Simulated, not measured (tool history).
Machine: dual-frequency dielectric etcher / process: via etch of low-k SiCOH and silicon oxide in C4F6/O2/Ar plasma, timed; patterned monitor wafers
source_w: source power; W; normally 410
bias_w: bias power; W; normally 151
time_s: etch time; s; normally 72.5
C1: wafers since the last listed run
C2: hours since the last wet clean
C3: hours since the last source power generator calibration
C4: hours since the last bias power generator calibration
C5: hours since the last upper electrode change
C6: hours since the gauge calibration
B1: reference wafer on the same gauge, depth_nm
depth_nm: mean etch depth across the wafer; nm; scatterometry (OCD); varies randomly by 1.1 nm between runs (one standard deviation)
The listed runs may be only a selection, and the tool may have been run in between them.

{"run": 1, "day": 0.0, "source_w": 410, "bias_w": 151, "time_s": 58, "C1": 0, "C2": 579.3, "C3": 1813.3, "C4": 4390, "C5": 5045.5, "C6": 525.3, "B1": 231.9, "depth_nm": 173.4}
{"run": 2, "day": 0.588, "source_w": 410, "bias_w": 151, "time_s": 72.5, "C1": 110, "C2": 593.4, "C3": 1827.4, "C4": 4404.1, "C5": 5059.6, "C6": 539.4, "B1": 232.1, "depth_nm": 219.3}
{"day": 2.112, "done": "wet clean of the chamber"}
{"run": 3, "day": 2.133, "source_w": 410, "bias_w": 151, "time_s": 72.5, "C1": 102, "C2": 0.5, "C3": 1864.5, "C4": 4441.2, "C5": 5096.7, "C6": 576.5, "B1": 232, "depth_nm": 208.9}
{"run": 4, "day": 2.408, "source_w": 410, "bias_w": 151, "time_s": 72.5, "C1": 51, "C2": 7.1, "C3": 1871.1, "C4": 4447.8, "C5": 5103.3, "C6": 583.1, "B1": 232, "depth_nm": 210.5}
{"run": 5, "day": 3.842, "source_w": 410, "bias_w": 151, "time_s": 72.5, "C1": 270, "C2": 41.5, "C3": 1905.5, "C4": 4482.2, "C5": 5137.7, "C6": 617.5, "B1": 231.9, "depth_nm": 208.3}
{"run": 6, "day": 4.688, "source_w": 410, "bias_w": 151, "time_s": 72.5, "C1": 159, "C2": 61.8, "C3": 1925.8, "C4": 4502.5, "C5": 5158, "C6": 637.8, "B1": 231.6, "depth_nm": 209.1}
{"run": 7, "day": 5.7, "source_w": 410, "bias_w": 151, "time_s": 72.5, "C1": 190, "C2": 86.1, "C3": 1950.1, "C4": 4526.8, "C5": 5182.3, "C6": 662.1, "B1": 232.1, "depth_nm": 210.9}
{"run": 8, "day": 6.821, "source_w": 410, "bias_w": 151, "time_s": 72.5, "C1": 211, "C2": 113, "C3": 1977, "C4": 4553.7, "C5": 5209.2, "C6": 689, "B1": 232.2, "depth_nm": 210.6}
{"run": 9, "day": 8.067, "source_w": 410, "bias_w": 151, "time_s": 72.5, "C1": 234, "C2": 142.9, "C3": 2006.9, "C4": 4583.6, "C5": 5239.1, "C6": 718.9, "B1": 232, "depth_nm": 211.3}
{"run": 10, "day": 8.658, "source_w": 410, "bias_w": 151, "time_s": 72.5, "C1": 111, "C2": 157.1, "C3": 2021.1, "C4": 4597.8, "C5": 5253.3, "C6": 733.1, "B1": 232.1, "depth_nm": 209.5}
{"run": 11, "day": 9.446, "source_w": 410, "bias_w": 151, "time_s": 72.5, "C1": 148, "C2": 176, "C3": 2040, "C4": 4616.7, "C5": 5272.2, "C6": 752, "B1": 232.1, "depth_nm": 212}
{"run": 12, "day": 10.596, "source_w": 370, "bias_w": 151, "time_s": 72.5, "C1": 216, "C2": 203.6, "C3": 2067.6, "C4": 4644.3, "C5": 5299.8, "C6": 779.6, "B1": 232.2, "depth_nm": 203.7}
{"day": 10.879, "done": "gauge calibrated"}
{"run": 13, "day": 11.375, "source_w": 370, "bias_w": 151, "time_s": 72.5, "C1": 146, "C2": 222.3, "C3": 2086.3, "C4": 4663, "C5": 5318.5, "C6": 11.9, "B1": 232.1, "depth_nm": 204.1}
{"run": 14, "day": 12.342, "source_w": 370, "bias_w": 151, "time_s": 72.5, "C1": 182, "C2": 245.5, "C3": 2109.5, "C4": 4686.2, "C5": 5341.7, "C6": 35.1, "B1": 231.9, "depth_nm": 203.9}
{"day": 14.392, "done": "upper electrode replaced"}
{"run": 15, "day": 14.412, "source_w": 490, "bias_w": 166, "time_s": 89, "C1": 201, "C2": 295.2, "C3": 2159.2, "C4": 4735.9, "C5": 0.5, "C6": 84.8, "B1": 231.9, "depth_nm": 290.8}
{"run": 16, "day": 14.742, "source_w": 480, "bias_w": 151, "time_s": 72.5, "C1": 62, "C2": 303.1, "C3": 2167.1, "C4": 4743.8, "C5": 8.4, "C6": 92.7, "B1": 231.9, "depth_nm": 227.5}
{"run": 17, "day": 15.804, "source_w": 480, "bias_w": 182, "time_s": 58.5, "C1": 200, "C2": 328.6, "C3": 2192.6, "C4": 4769.3, "C5": 33.9, "C6": 118.2, "B1": 231.8, "depth_nm": 197.8}
{"run": 18, "day": 16.571, "source_w": 470, "bias_w": 141, "time_s": 86, "C1": 144, "C2": 347, "C3": 2211, "C4": 4787.7, "C5": 52.3, "C6": 136.6, "B1": 232, "depth_nm": 259.9}
{"run": 19, "day": 17.883, "source_w": 350, "bias_w": 172, "time_s": 72.5, "C1": 247, "C2": 378.5, "C3": 2242.5, "C4": 4819.2, "C5": 83.8, "C6": 168.1, "B1": 232.1, "depth_nm": 216.6}
{"run": 20, "day": 18.917, "source_w": 410, "bias_w": 151, "time_s": 72.5, "C1": 194, "C2": 403.3, "C3": 2267.3, "C4": 4844, "C5": 108.6, "C6": 192.9, "B1": 232.2, "depth_nm": 215}
{"day": 20.421, "done": "bias power generator calibrated"}
{"run": 21, "day": 20.442, "source_w": 360, "bias_w": 151, "time_s": 72.5, "C1": 256, "C2": 439.9, "C3": 2303.9, "C4": 0.5, "C5": 145.2, "C6": 229.5, "B1": 232.1, "depth_nm": 206.8}
{"run": 22, "day": 21.1, "source_w": 410, "bias_w": 166, "time_s": 72.5, "C1": 124, "C2": 455.7, "C3": 2319.7, "C4": 16.3, "C5": 161, "C6": 245.3, "B1": 231.9, "depth_nm": 225.5}
{"run": 23, "day": 22.358, "source_w": 410, "bias_w": 151, "time_s": 72.5, "C1": 237, "C2": 485.9, "C3": 2349.9, "C4": 46.5, "C5": 191.2, "C6": 275.5, "B1": 232.2, "depth_nm": 217.1}
{"day": 22.925, "done": "source power generator calibrated"}
{"day": 23.596, "done": "wet clean of the chamber"}
{"run": 24, "day": 23.796, "source_w": 500, "bias_w": 151, "time_s": 72.5, "C1": 113, "C2": 4.8, "C3": 20.9, "C4": 81, "C5": 225.7, "C6": 310, "B1": 231.7, "depth_nm": 225.9}
{"run": 25, "day": 24.75, "source_w": 320, "bias_w": 151, "time_s": 85.5, "C1": 179, "C2": 27.7, "C3": 43.8, "C4": 103.9, "C5": 248.6, "C6": 332.9, "B1": 231.9, "depth_nm": 226.3}
{"run": 26, "day": 25.825, "source_w": 470, "bias_w": 151, "time_s": 57, "C1": 202, "C2": 53.5, "C3": 69.6, "C4": 129.7, "C5": 274.4, "C6": 358.7, "B1": 232.1, "depth_nm": 173}
{"run": 27, "day": 26.808, "source_w": 410, "bias_w": 151, "time_s": 52.5, "C1": 185, "C2": 77.1, "C3": 93.2, "C4": 153.3, "C5": 298, "C6": 382.3, "B1": 232, "depth_nm": 152.3}
{"run": 28, "day": 28.158, "source_w": 410, "bias_w": 151, "time_s": 72.5, "C1": 254, "C2": 109.5, "C3": 125.6, "C4": 185.7, "C5": 330.4, "C6": 414.7, "B1": 231.7, "depth_nm": 211.5}
{"run": 29, "day": 29.217, "source_w": 410, "bias_w": 132, "time_s": 57, "C1": 199, "C2": 134.9, "C3": 151, "C4": 211.1, "C5": 355.8, "C6": 440.1, "B1": 232.2, "depth_nm": 156.9}
{"run": 30, "day": 29.896, "source_w": 410, "bias_w": 151, "time_s": 72.5, "C1": 128, "C2": 151.2, "C3": 167.3, "C4": 227.4, "C5": 372.1, "C6": 456.4, "B1": 231.8, "depth_nm": 210.4}

What would each run have given without the hidden state, its run-to-run variation left as it was?
Hidden state at play: etch rate over this chamber's usual, %; source power that arrives over what is set, %; bias power that arrives over what is set, %; gauge reads high (%).
run=1 depth_nm=164.9
run=2 depth_nm=208.4
run=3 depth_nm=208.8
run=4 depth_nm=210.2
run=5 depth_nm=207.4
run=6 depth_nm=207.9
run=7 depth_nm=209.2
run=8 depth_nm=208.4
run=9 depth_nm=208.5
run=10 depth_nm=206.5
run=11 depth_nm=208.7
run=12 depth_nm=200
run=13 depth_nm=200.1
run=14 depth_nm=199.5
run=15 depth_nm=283.3
run=16 depth_nm=221.5
run=17 depth_nm=192.1
run=18 depth_nm=252
run=19 depth_nm=209.4
run=20 depth_nm=207.5
run=21 depth_nm=199
run=22 depth_nm=216.6
run=23 depth_nm=208
run=24 depth_nm=224.9
run=25 depth_nm=224.8
run=26 depth_nm=171.5
run=27 depth_nm=150.7
run=28 depth_nm=208.6
run=29 depth_nm=154.4
run=30 depth_nm=206.8
